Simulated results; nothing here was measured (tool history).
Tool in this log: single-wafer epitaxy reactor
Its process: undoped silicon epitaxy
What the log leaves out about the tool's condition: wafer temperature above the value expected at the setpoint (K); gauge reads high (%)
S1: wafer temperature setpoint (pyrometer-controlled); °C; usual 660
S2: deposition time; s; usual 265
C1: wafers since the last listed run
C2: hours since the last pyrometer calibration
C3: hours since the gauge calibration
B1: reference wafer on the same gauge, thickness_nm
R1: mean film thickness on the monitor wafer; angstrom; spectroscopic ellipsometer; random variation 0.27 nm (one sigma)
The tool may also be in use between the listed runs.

run 1 hour=0 | S1=660 S2=305 | C1=0 C2=2879.7 C3=49.1 | B1=58.093 | R1=624.03
run 2 hour=15.8 | S1=660 S2=265 | C1=155 C2=2895.5 C3=64.9 | B1=57.878 | R1=535.15
run 3 hour=44.3 | S1=660 S2=265 | C1=280 C2=2924 C3=93.4 | B1=57.782 | R1=541.39
run 4 hour=90.4 | S1=660 S2=265 | C1=453 C2=2970.1 C3=139.5 | B1=57.647 | R1=535.52
run 5 hour=113.9 | S1=660 S2=265 | C1=230 C2=2993.6 C3=163 | B1=57.615 | R1=535.64
run 6 hour=136.4 | S1=660 S2=265 | C1=221 C2=3016.1 C3=185.5 | B1=57.561 | R1=535.26
run 7 hour=152.1 | S1=660 S2=265 | C1=154 C2=3031.8 C3=201.2 | B1=57.344 | R1=533.06
run 8 hour=174.5 | S1=660 S2=265 | C1=220 C2=3054.2 C3=223.6 | B1=57.291 | R1=532.45
run 9 hour=197 | S1=660 S2=265 | C1=221 C2=3076.7 C3=246.1 | B1=57.444 | R1=534.43
run 10 hour=212.4 | S1=660 S2=265 | C1=151 C2=3092.1 C3=261.5 | B1=57.289 | R1=531.71
run 11 hour=234.9 | S1=660 S2=265 | C1=221 C2=3114.6 C3=284 | B1=57.231 | R1=529.98
run 12 hour=264.3 | S1=660 S2=265 | C1=288 C2=3144 C3=313.4 | B1=57.095 | R1=528.13
run 13 hour=289.3 | S1=668 S2=265 | C1=245 C2=3169 C3=338.4 | B1=57.069 | R1=614.46
run 14 hour=306.4 | S1=660 S2=265 | C1=168 C2=3186.1 C3=355.5 | B1=57.115 | R1=535.02
run 15 hour=335.1 | S1=660 S2=265 | C1=282 C2=3214.8 C3=384.2 | B1=56.998 | R1=532.66
-- hour=372.9 pyrometer calibrated
run 16 hour=373.4 | S1=660 S2=265 | C1=297 C2=0.5 C3=422.5 | B1=56.989 | R1=530.08
run 17 hour=388.5 | S1=660 S2=221 | C1=148 C2=15.6 C3=437.6 | B1=56.933 | R1=444.6
run 18 hour=418.7 | S1=672 S2=285 | C1=296 C2=45.8 C3=467.8 | B1=56.98 | R1=708.12
run 19 hour=436.5 | S1=660 S2=265 | C1=174 C2=63.6 C3=485.6 | B1=56.875 | R1=527.01
run 20 hour=455 | S1=660 S2=265 | C1=181 C2=82.1 C3=504.1 | B1=56.881 | R1=526.91
run 21 hour=483.7 | S1=645 S2=285 | C1=282 C2=110.8 C3=532.8 | B1=56.926 | R1=430.03
run 22 hour=519.4 | S1=667 S2=230 | C1=350 C2=146.5 C3=568.5 | B1=56.816 | R1=520.36
run 23 hour=543 | S1=653 S2=282 | C1=231 C2=170.1 C3=592.1 | B1=56.871 | R1=492.96
run 24 hour=568.5 | S1=647 S2=265 | C1=250 C2=195.6 C3=617.6 | B1=56.859 | R1=413.63
run 25 hour=586.5 | S1=660 S2=265 | C1=176 C2=213.6 C3=635.6 | B1=56.886 | R1=528.42
-- hour=593.5 gauge calibrated
run 26 hour=614.1 | S1=656 S2=313 | C1=271 C2=241.2 C3=20.6 | B1=58.287 | R1=590.79
run 27 hour=646.6 | S1=660 S2=288 | C1=319 C2=273.7 C3=53.1 | B1=58.088 | R1=585.56
run 28 hour=674.5 | S1=646 S2=213 | C1=274 C2=301.6 C3=81 | B1=57.863 | R1=329.38
run 29 hour=702.5 | S1=671 S2=265 | C1=275 C2=329.6 C3=109 | B1=57.77 | R1=661.33
run 30 hour=720.9 | S1=652 S2=265 | C1=180 C2=348 C3=127.4 | B1=57.632 | R1=460.8
run 31 hour=741.1 | S1=650 S2=289 | C1=198 C2=368.2 C3=147.6 | B1=57.415 | R1=483.37
run 32 hour=770.6 | S1=656 S2=301 | C1=289 C2=397.7 C3=177.1 | B1=57.506 | R1=563.21

Below are 3 alternative next runs, each starting from the tool's condition after run 32. Predict each:
run A hour=771.1 | S1=660 S2=265 | C1=4 C2=398.2 C3=177.6 | B1=? | R1=?
run B hour=771.1 | S1=665 S2=226 | C1=4 C2=398.2 C3=177.6 | B1=? | R1=?
run C hour=771.1 | S1=654 S2=249 | C1=4 C2=398.2 C3=177.6 | B1=? | R1=?

run=A B1=57.456 R1=528.67
run=B B1=57.456 R1=495
run=C B1=57.456 R1=443.57
With the hidden condition removed and each run's random variation left untouched, the same runs would have given:
run=A R1=538.47
run=B R1=504.17
run=C R1=451.79

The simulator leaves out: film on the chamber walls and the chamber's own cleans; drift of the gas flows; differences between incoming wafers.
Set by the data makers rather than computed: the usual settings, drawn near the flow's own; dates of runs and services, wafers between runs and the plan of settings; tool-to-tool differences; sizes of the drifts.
